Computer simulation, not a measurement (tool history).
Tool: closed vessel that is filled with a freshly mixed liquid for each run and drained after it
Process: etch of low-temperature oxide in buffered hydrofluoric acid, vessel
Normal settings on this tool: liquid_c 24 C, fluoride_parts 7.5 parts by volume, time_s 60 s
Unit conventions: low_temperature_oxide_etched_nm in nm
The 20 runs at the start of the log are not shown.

run,hour,liquid_c,fluoride_parts,time_s,wafers since the last listed run,hours since the thermometer was replaced,hours since the hydrofluoric acid flow meter was replaced,hours since the gauge calibration,"read-back film thickness of the low-temperature oxide reference wafer, read on the same gauge (nm)",low_temperature_oxide_etched_nm
21,1463.8,24,7.5,60,11342,407.9,853,510.6,140.01,351.56
22,1511.9,26,9.5,70,5353,456,901.1,558.7,140.01,361.33
23,1586.6,19,10,60,8314,530.7,975.8,633.4,140,205.52
# hour 1592.4: hydrofluoric acid flow meter replaced
24,1675.6,24,7.5,30,9795,619.7,83.2,722.4,139.97,176.85
25,1773.4,26.5,8.5,35,10886,717.5,181,820.2,139.97,207.29
26,1855.9,24,7.5,80,9182,800,263.5,902.7,139.98,481.38
27,1946.6,24,7.5,85,10095,890.7,354.2,993.4,140.02,507.63
28,2019,24,7.5,60,8058,963.1,426.6,1065.8,140,359.39
29,2106.8,24,7.5,60,9772,1050.9,514.4,1153.6,140.01,356.1
30,2148.4,27.5,5,80,4630,1092.5,556,1195.2,140,838.48
31,2184.9,24,9.5,60,4062,1129,592.5,1231.7,139.99,289.11

Each row is a separate what-if for the run after 31, all from the same tool condition, not one after another. Results?
A,2185.6,24,7.5,50,77,1129.7,593.2,1232.4,?,?
B,2185.6,27.5,5.5,60,77,1129.7,593.2,1232.4,?,?
C,2185.6,24,9.5,70,77,1129.7,593.2,1232.4,?,?
D,2185.6,26.5,10,60,77,1129.7,593.2,1232.4,?,?
E,2185.6,25.5,6,75,77,1129.7,593.2,1232.4,?,?

run,"read-back film thickness of the low-temperature oxide reference wafer, read on the same gauge (nm)",low_temperature_oxide_etched_nm
A,140.02,303.25
B,140.02,581.49
C,140.02,336.82
D,140.02,319.75
E,140.02,607.12
Take away the tool's hidden state, keep each run's random variation, and the runs would have read:
run,low_temperature_oxide_etched_nm
A,289.1
B,555
C,321.09
D,305.05
E,579.09
